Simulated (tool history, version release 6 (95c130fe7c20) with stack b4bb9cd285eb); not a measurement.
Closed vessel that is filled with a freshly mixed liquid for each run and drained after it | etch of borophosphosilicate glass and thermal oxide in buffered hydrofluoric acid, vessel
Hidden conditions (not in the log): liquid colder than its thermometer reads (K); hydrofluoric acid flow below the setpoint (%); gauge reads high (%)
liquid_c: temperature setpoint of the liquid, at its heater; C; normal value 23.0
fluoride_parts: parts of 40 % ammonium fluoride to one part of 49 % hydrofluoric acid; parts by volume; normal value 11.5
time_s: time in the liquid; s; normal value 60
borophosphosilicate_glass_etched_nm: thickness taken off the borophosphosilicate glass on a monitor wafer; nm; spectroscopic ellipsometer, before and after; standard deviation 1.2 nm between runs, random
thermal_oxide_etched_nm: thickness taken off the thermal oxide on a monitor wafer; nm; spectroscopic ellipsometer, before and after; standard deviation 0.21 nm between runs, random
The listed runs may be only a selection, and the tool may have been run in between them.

run,day,liquid_c,fluoride_parts,time_s,wafers since the last listed run,hours since the thermometer was replaced,hours since the hydrofluoric acid flow meter was replaced,hours since the gauge calibration,"read-back film thickness of the borophosphosilicate glass reference wafer, read on the same gauge (nm)","read-back film thickness of the thermal oxide reference wafer, read on the same gauge (nm)",borophosphosilicate_glass_etched_nm,thermal_oxide_etched_nm
1,0.000,23.0,11.5,60,0,1444.9,804.9,2337.3,80.05,79.99,141.44,48.56
2,1.762,21.0,11.5,60,4006,1487.2,847.2,2379.6,80.01,79.97,126.90,43.34
3,5.304,20.0,11.5,60,8050,1572.2,932.2,2464.6,80.06,80.01,118.65,40.78
4,9.112,23.0,11.5,60,8656,1663.6,1023.6,2556.0,80.00,80.01,140.03,48.40
5,12.296,23.0,11.5,60,7235,1740.0,1100.0,2632.4,79.96,80.00,140.03,47.99
6,15.954,23.0,11.5,60,8315,1827.8,1187.8,2720.2,80.01,79.98,138.28,47.95
7,18.362,23.0,11.5,60,5474,1885.6,1245.6,2778.0,80.01,80.06,138.60,47.97
8,22.842,24.5,16.0,75,10181,1993.1,1353.1,2885.5,80.00,79.98,138.35,46.47
# day 24.521: hydrofluoric acid flow meter replaced
9,25.462,19.0,13.0,30,5862,2056.0,22.6,2948.4,79.98,80.02,49.61,16.83
10,28.662,25.0,9.5,80,7273,2132.8,99.4,3025.2,80.01,79.98,245.68,83.35
11,32.588,18.0,13.5,40,8921,2227.0,193.6,3119.4,79.97,80.00,60.14,20.20
# day 33.954: gauge calibrated
12,36.488,23.0,11.5,60,8864,2320.6,287.2,60.8,79.95,80.01,138.15,46.67
13,40.429,23.0,13.5,30,8959,2415.2,381.8,155.4,79.98,79.99,59.53,19.86
# day 48.442: thermometer replaced
14,53.479,24.5,13.5,70,29568,120.9,695.0,468.6,79.98,79.99,159.79,54.41
15,57.062,28.0,15.0,45,8145,206.9,781.0,554.6,80.00,79.97,109.44,38.02
16,58.771,23.0,14.5,75,3883,247.9,822.0,595.6,79.98,80.00,146.04,49.83
17,62.967,27.5,15.0,60,9537,348.6,922.7,696.3,80.00,79.98,143.70,49.10
18,65.021,25.0,8.0,95,4669,397.9,972.0,745.6,80.02,79.98,358.99,122.64
19,69.400,23.0,11.5,60,9954,503.0,1077.1,850.7,80.00,80.03,143.49,49.74
# day 72.708: hydrofluoric acid flow meter replaced
20,73.258,19.5,7.0,60,8675,595.6,13.2,943.3,79.98,80.03,195.09,65.50
21,76.729,25.0,15.0,60,7889,678.9,96.5,1026.6,80.00,79.98,123.54,42.65
22,80.908,28.0,11.5,60,9499,779.2,196.8,1126.9,79.98,79.98,189.94,64.52
23,83.075,18.0,11.5,60,4924,831.2,248.8,1178.9,80.02,80.00,110.73,37.09
24,86.283,23.0,11.5,60,7292,908.2,325.8,1255.9,79.99,79.97,142.64,48.94
25,94.892,25.5,14.5,85,19567,1114.8,532.4,1462.5,79.98,80.02,184.63,63.21
26,97.288,23.0,11.5,75,5445,1172.3,589.9,1520.0,80.02,80.01,178.91,60.26

Here are 3 independent what-if runs from the current tool condition. What would each one return?
A,97.317,23.0,11.5,60,66,1173.0,590.6,1520.7,?,?,?,?
B,97.317,18.5,14.5,60,66,1173.0,590.6,1520.7,?,?,?,?
C,97.317,21.0,8.5,95,66,1173.0,590.6,1520.7,?,?,?,?

run,"read-back film thickness of the borophosphosilicate glass reference wafer, read on the same gauge (nm)","read-back film thickness of the thermal oxide reference wafer, read on the same gauge (nm)",borophosphosilicate_glass_etched_nm,thermal_oxide_etched_nm
A,79.99,80.03,139.20,48.37
B,79.99,80.03,86.30,29.94
C,79.99,80.03,258.02,89.28
Without the tool's unlogged condition, the same runs would have read:
run,borophosphosilicate_glass_etched_nm,thermal_oxide_etched_nm
A,146.91,51.08
B,91.23,31.67
C,272.46,94.35
